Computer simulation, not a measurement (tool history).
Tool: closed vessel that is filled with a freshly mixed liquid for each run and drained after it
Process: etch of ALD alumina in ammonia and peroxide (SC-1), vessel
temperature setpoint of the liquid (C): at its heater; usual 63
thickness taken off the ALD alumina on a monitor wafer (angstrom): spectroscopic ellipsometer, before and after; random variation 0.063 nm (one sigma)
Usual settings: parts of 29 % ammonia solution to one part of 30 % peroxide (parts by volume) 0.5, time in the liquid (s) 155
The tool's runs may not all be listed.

run	hour	temperature setpoint of the liquid (C)	parts of 29 % ammonia solution to one part of 30 % peroxide (parts by volume)	time in the liquid (s)	wafers since the last listed run	hours since the thermometer was replaced	hours since the ammonia flow meter was replaced	hours since the drum of ammonia solution was connected	hours since the gauge calibration	read-back film thickness of the ALD alumina reference wafer, read on the same gauge (nm)	thickness taken off the ALD alumina on a monitor wafer (angstrom)
1	0	63	0.5	155	0	755.8	11	154	629.1	139.99	104.6
2	80.4	63	0.5	155	7889	836.2	91.4	234.4	709.5	139.98	104.6
3	137.6	63	0.5	155	5612	893.4	148.6	291.6	766.7	140	103.7
4	218	63	0.5	155	7889	973.8	229	372	847.1	140.04	103.7
5	269.3	63	0.5	155	5033	1025.1	280.3	423.3	898.4	139.99	104.3
6	583.7	63	0.5	220	30849	1339.5	594.7	737.7	1212.8	140.01	144.6
7	624	63	0.5	220	3954	1379.8	635	778	1253.1	140.02	147.2
# hour 680: new drum of ammonia solution connected
8	685.4	59	0.5	155	5926	1441.2	696.4	5.4	1314.5	139.94	83.6
# hour 741.4: ammonia flow meter replaced
9	746.7	59	0.5	155	5916	1502.5	5.3	66.7	1375.8	139.97	83.3
10	853.7	59	0.5	155	10499	1609.5	112.3	173.7	1482.8	140	83
11	903.2	65.5	0.5	175	4857	1659	161.8	223.2	1532.3	140	129.2
12	943.5	65.5	0.5	175	3954	1699.3	202.1	263.5	1572.6	140.04	129.8
13	991.3	54.5	0.6	110	4690	1747.1	249.9	311.3	1620.4	140.01	47.4
14	1069.6	63	0.5	155	7682	1825.4	328.2	389.6	1698.7	139.95	101.3
15	1151.8	63	0.5	155	8065	1907.6	410.4	471.8	1780.9	139.99	100
16	1210.8	63	0.25	155	5789	1966.6	469.4	530.8	1839.9	140.06	94.2
17	1271.4	63	0.5	155	5946	2027.2	530	591.4	1900.5	140.01	101
18	1364.8	69.5	0.65	185	9164	2120.6	623.4	684.8	1993.9	140.01	168.8
# hour 1415.9: new drum of ammonia solution connected
19	1436.9	54.5	0.65	115	6976	2192.7	695.5	21	2066	140.01	49.1

Run 20 comes next. What will it give?
# hour 1490.1: gauge calibrated
# hour 1495.7: thermometer replaced
# hour 1565.2: ammonia flow meter replaced
20	1665.3	55	0.4	245	22214	169.6	100.1	249.4	175.2	?	?

Run 20 gave read-back film thickness of the ALD alumina reference wafer, read on the same gauge (nm) 139.97, thickness taken off the ALD alumina on a monitor wafer (angstrom) 108.5.
Without the tool's hidden state the same run would have given thickness taken off the ALD alumina on a monitor wafer (angstrom) 109.2.
